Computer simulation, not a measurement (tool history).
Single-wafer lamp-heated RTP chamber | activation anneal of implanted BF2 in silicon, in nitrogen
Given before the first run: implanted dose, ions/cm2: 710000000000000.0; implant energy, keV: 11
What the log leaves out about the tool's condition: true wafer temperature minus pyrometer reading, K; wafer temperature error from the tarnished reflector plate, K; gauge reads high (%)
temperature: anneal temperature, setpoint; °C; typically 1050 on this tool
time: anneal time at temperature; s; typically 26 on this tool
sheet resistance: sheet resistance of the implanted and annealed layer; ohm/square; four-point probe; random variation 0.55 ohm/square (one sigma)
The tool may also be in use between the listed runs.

run,day,temperature,time,wafers since the last listed run,wafers since the last pyrometer calibration,wafers since the reflector plate was cleaned,hours since the gauge calibration,"read-back reference wafer on the same gauge, sheet resistance",sheet resistance
1,0,1050,26,0,553,7495,418.2,199.01,208.01
2,0.475,1050,26,123,677,7619,429.6,199.02,206.78
3,1.192,1050,26,186,863,7805,446.8,198.94,206.16
4,2.188,1050,26,259,1123,8065,470.7,199.04,205.41
5,2.479,1050,26,75,1199,8141,477.7,198.93,206.71
6,2.842,1050,26,94,1293,8235,486.4,199.11,206.13
# day 3.612: reflector plate cleaned
7,3.633,1050,26,119,1412,5,505.4,199.15,205.47
8,3.979,1050,26,90,1502,95,513.7,198.9,205.57
9,4.238,1050,26,67,1570,162,519.9,198.93,204.95
10,4.825,1050,26,153,1723,315,534,198.98,206.54
11,5.492,1050,26,173,1896,489,550,198.91,205.4
12,5.783,1037,36,75,1972,565,557,198.93,208.99
13,6.462,1037,36,176,2149,742,573.3,198.97,207.52
14,7.346,1073,38,230,2379,972,594.5,199.07,183.49
15,7.929,1050,26,151,2531,1124,608.5,198.96,204.39
16,8.204,1071,33,71,2603,1196,615.1,198.95,184.51
# day 8.992: gauge calibrated
17,9.371,1042,19,303,2907,1499,9.1,199,218.55
18,9.821,1050,26,117,3024,1617,19.9,198.96,203.54
# day 10.658: pyrometer window cleaned and pyrometer calibrated
19,10.679,1050,21,136,5,1753,40.5,199.03,204.89
20,10.825,1076,26,37,43,1791,44,199.01,185.89
21,11.571,1064,34,194,237,1986,61.9,198.97,186.05
22,12.017,1038,13,116,353,2102,72.6,199.02,227.49
23,12.4,1068,32,99,453,2202,81.8,199.13,184.58
24,12.838,1042,26,113,567,2316,92.3,198.9,205.82
25,13.438,1042,34,156,723,2472,106.7,198.96,198.94
26,13.983,1050,26,142,865,2614,119.8,199.03,199.19
27,14.638,1050,26,170,1036,2784,135.5,199.04,199.6
28,15.129,1050,26,128,1164,2912,147.3,199.03,197.92
# day 16.354: pyrometer window cleaned and pyrometer calibrated, repeated, since the last time left the tool worse
29,16.717,1050,26,326,94,3239,185.4,199.03,208.09
30,17.292,1023,15,149,244,3389,199.2,199.15,253.52
31,17.638,1058,34,90,334,3479,207.5,198.86,195.51
32,18.342,1050,26,183,518,3662,224.4,199.05,207.57
33,18.842,1070,12,130,648,3793,236.4,198.95,211.62
34,19.508,1031,13,173,821,3966,252.4,199.15,246.89
35,19.771,1050,26,68,890,4035,258.7,199.14,207.81
36,20.429,1073,38,171,1061,4206,274.5,199.11,184.6
37,20.771,1040,22,88,1150,4295,282.7,199,219.9

Measured minus without-hidden-state, run by run (identical run-to-run variation in each term; gauge scatter may differ):
run,sheet resistance
1,-0.89
2,-1.07
3,-1.34
4,-1.72
5,-1.84
6,-1.97
7,-2.27
8,-2.4
9,-2.49
10,-2.73
11,-2.97
12,-3.26
13,-3.51
14,-1.88
15,-3.87
16,-2.36
17,-5.36
18,-4.55
19,-8.42
20,-4.52
21,-5.63
22,-11.83
23,-5.4
24,-9.67
25,-8.95
26,-9.01
27,-9.26
28,-9.34
29,-0.16
30,-0.56
31,-0.41
32,-0.78
33,-0.89
34,-1.82
35,-1.34
36,-0.84
37,-2.05

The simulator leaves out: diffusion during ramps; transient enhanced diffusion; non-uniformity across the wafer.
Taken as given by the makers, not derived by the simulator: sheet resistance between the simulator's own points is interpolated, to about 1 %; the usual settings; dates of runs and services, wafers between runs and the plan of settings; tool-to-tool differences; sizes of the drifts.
